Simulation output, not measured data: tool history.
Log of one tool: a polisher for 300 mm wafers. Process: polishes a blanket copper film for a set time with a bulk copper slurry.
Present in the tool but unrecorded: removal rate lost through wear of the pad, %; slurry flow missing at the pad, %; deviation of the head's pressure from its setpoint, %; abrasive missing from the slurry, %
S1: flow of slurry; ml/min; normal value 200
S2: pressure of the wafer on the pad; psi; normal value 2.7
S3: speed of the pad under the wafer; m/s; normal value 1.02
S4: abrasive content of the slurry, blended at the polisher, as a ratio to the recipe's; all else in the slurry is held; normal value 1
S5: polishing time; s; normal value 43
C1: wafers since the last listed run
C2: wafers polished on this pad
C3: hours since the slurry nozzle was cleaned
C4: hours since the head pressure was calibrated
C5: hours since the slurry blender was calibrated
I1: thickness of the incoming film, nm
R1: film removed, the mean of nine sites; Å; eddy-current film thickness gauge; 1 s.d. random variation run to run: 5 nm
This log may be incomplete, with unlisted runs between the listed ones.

run,hour,S1,S2,S3,S4,S5,C1,C2,C3,C4,C5,I1,R1
1,0,245,2.7,1.02,1,43,0,1436,674,215.5,157.6,3422.4,3743
2,44.7,200,2.1,1.02,1,43,282,1719,718.7,260.2,202.3,3429.2,2831
# hour 49.4: slurry nozzle cleaned
# hour 82.1: worn pad replaced by a new one
3,103.6,200,2.1,1.02,1,43,341,136,54.2,319.1,261.2,3392.9,2782
4,134.9,200,2.1,1.02,1,43,198,334,85.5,350.4,292.5,3401.7,2751
# hour 183: slurry blender recalibrated
5,198.4,200,3.3,1.02,1,43,389,723,149,413.9,15.4,3387.1,5049
6,244.6,200,3.3,1.02,1,43,292,1016,195.2,460.1,61.6,3401.7,4876
7,291.2,200,2,1.02,1,43,294,1311,241.8,506.7,108.2,3427.4,2930
8,319.7,200,2.7,1.02,1,43,180,1491,270.3,535.2,136.7,3371.6,3824
9,367.2,200,3.1,1.02,1,43,300,1792,317.8,582.7,184.2,3420.4,4350
10,397.7,200,3.1,1.02,1,43,193,1985,348.3,613.2,214.7,3416.6,4272
# hour 403.2: worn pad replaced by a new one
11,426.1,200,3.1,1.02,1,43,154,144,376.7,641.6,243.1,3353.5,4259
12,476.2,200,3.3,1.02,1,32,317,461,426.8,691.7,293.2,3415.5,3374
# hour 497.3: slurry blender recalibrated
13,515.2,200,3.3,1.02,1,32,234,696,465.8,730.7,17.9,3407.3,3847
14,586.9,200,3.5,1.32,1,30,453,1150,537.5,802.4,89.6,3451.4,4739
# hour 594.1: slurry nozzle cleaned
15,629.2,200,2.7,1.02,1,43,261,1411,35.1,844.7,131.9,3337.8,3957
16,675,200,2.7,1.02,1,43,289,1701,80.9,890.5,177.7,3429.3,3861
# hour 709.1: worn pad replaced by a new one
17,728,200,2.7,1.14,1,43,310,119,133.9,943.5,230.7,3366.1,4312
18,795.5,200,2.7,1.02,1,43,427,547,201.4,1011,298.2,3401.5,3920
# hour 908.7: slurry blender recalibrated
19,961.5,200,2.7,1.02,1,30,1038,1585,367.4,1177,52.8,3467.2,2974
# hour 969.6: worn pad replaced by a new one
20,1006,200,2.7,0.92,1,54,256,230,411.9,1221.5,97.3,3402,4597
# hour 1047.5: head pressure recalibrated
21,1061.1,200,2.1,1.02,1,30,336,566,467,13.6,152.4,3437.3,1946
22,1101.9,155,3.3,0.66,1,33,258,824,507.8,54.4,193.2,3364.8,2012
23,1140.1,200,2.4,1.02,1,54,241,1066,546,92.6,231.4,3384.4,3899
24,1171.6,200,2.7,1.02,1,43,199,1266,577.5,124.1,262.9,3431.4,3478
# hour 1200.5: slurry nozzle cleaned
25,1207.2,200,2.7,1.02,1,43,219,1485,6.7,159.7,298.5,3433.7,3478
# hour 1238: slurry blender recalibrated
26,1257.6,170,2.4,1.02,0.9,53,306,1791,57.1,210.1,19.6,3376.9,4212
27,1292.9,200,2.7,1.02,1,43,223,2015,92.4,245.4,54.9,3403.2,3960
# hour 1317.4: worn pad replaced by a new one
28,1344.4,250,2.1,0.92,1,50,300,171,143.9,296.9,106.4,3431,3164
29,1392.1,200,2.7,1.02,1,43,301,473,191.6,344.6,154.1,3410.8,3707

Predict each of these 5 candidate next runs independently; none follows another, all start after run 29:
A,1392.5,225,2.7,1.02,1,43,2,475,192,345,154.5,3460.2,?
B,1392.5,200,3.4,1.02,1,28,2,475,192,345,154.5,3460.2,?
C,1392.5,200,2.7,1.12,1,43,2,475,192,345,154.5,3460.2,?
D,1392.5,230,2.7,1.36,1,43,2,475,192,345,154.5,3460.2,?
E,1392.5,265,2.7,1.02,1,43,2,475,192,345,154.5,3460.2,?

run,R1
A,3751
B,3027
C,4053
D,5015
E,3823
Had the tool no hidden state, the same runs would have come out as:
run,R1
A,4089
B,3299
C,4418
D,5467
E,4168

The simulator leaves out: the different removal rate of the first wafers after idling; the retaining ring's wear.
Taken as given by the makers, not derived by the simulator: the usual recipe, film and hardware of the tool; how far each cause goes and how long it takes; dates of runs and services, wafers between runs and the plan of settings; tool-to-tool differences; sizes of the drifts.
